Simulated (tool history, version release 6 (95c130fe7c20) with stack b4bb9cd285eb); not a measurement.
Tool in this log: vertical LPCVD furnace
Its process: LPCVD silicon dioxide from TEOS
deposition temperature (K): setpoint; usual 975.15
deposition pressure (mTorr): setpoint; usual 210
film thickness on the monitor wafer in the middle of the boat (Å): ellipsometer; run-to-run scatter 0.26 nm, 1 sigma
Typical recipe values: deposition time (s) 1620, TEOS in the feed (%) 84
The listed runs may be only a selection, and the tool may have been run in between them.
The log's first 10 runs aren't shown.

run   hour  deposition temperature (K)  deposition pressure (mTorr)  deposition time (s)  TEOS in the feed (%)  read-back reference wafer on the same gauge, thickness  film thickness on the monitor wafer in the middle of the boat (Å)
 11  113.2                      975.15                          210                 1620                    84                                                  167.07                                                             1923.8
     131.9  -- thermocouples replaced and temperature profile calibrated
 12  132.4                      975.15                          210                 1620                    84                                                  167.02                                                             1749.3
 13  136.8                      975.15                          210                 1620                    84                                                  167.06                                                             1751.8
 14  141.2                      975.15                          210                 1620                    84                                                  167.00                                                             1750.7
 15  145.6                      975.15                          210                 1620                    84                                                  166.98                                                             1750.2
     173.7  -- pressure gauge zeroed
 16  174.2                      975.15                          210                 1620                    84                                                  167.06                                                             1752.6
 17  178.6                      986.15                          210                 1170                    84                                                  167.03                                                             1624.4
 18  184.4                      970.15                          185                 1620                    80                                                  166.95                                                             1432.6
     186.6  -- gauge calibrated
 19  192.2                      982.15                          165                 2040                    76                                                  166.86                                                             2185.6
 20  200.5                      975.15                          245                 1170                    84                                                  167.01                                                             1367.9
 21  210.4                      975.15                          210                 1620                    84                                                  166.89                                                             1750.8
 22  217.4                      975.15                          175                  990                    68                                                  166.96                                                              881.6
 23  229.8                      987.15                          255                 1620                    97                                                  166.95                                                             2738.4
 24  244.3                      975.15                          240                 1620                    97                                                  166.98                                                             2005.6
 25  252.2                      969.15                          210                 1290                    84                                                  166.96                                                             1212.5
 26  268.0                      987.15                          210                 1200                    84                                                  166.98                                                             1710.9
 27  282.1                      975.15                          210                 1620                    84                                                  166.99                                                             1753.3
 28  296.1                      975.15                          210                 1290                    84                                                  167.10                                                             1393.3
 29  311.3                      975.15                          210                 1110                    84                                                  166.96                                                             1202.4
 30  320.5                      987.15                          250                 1170                    90                                                  166.95                                                             1882.8

Each row is a separate what-if for the run after 30, all from the same tool condition, not one after another. Results?
  A  325.0                      975.15                          210                 1620                    84                                                       ?                                                                  ?
  B  325.0                      981.15                          210                 1620                    96                                                       ?                                                                  ?
  C  325.0                      984.15                          180                  990                    84                                                       ?                                                                  ?
  D  325.0                      970.15                          210                 1620                    84                                                       ?                                                                  ?
  E  325.0                      986.15                          165                 1620                    97                                                       ?                                                                  ?

run  read-back reference wafer on the same gauge, thickness  film thickness on the monitor wafer in the middle of the boat (Å)
  A                                                  167.04                                                             1754.5
  B                                                  167.04                                                             2153.2
  C                                                  167.04                                                             1220.2
  D                                                  167.04                                                             1561.8
  E                                                  167.04                                                             2149.6
Had the tool no hidden state, the same runs would have come out as:
run  film thickness on the monitor wafer in the middle of the boat (Å)
  A                                                             1740.6
  B                                                             2136.4
  C                                                             1210.7
  D                                                             1549.3
  E                                                             2133.0
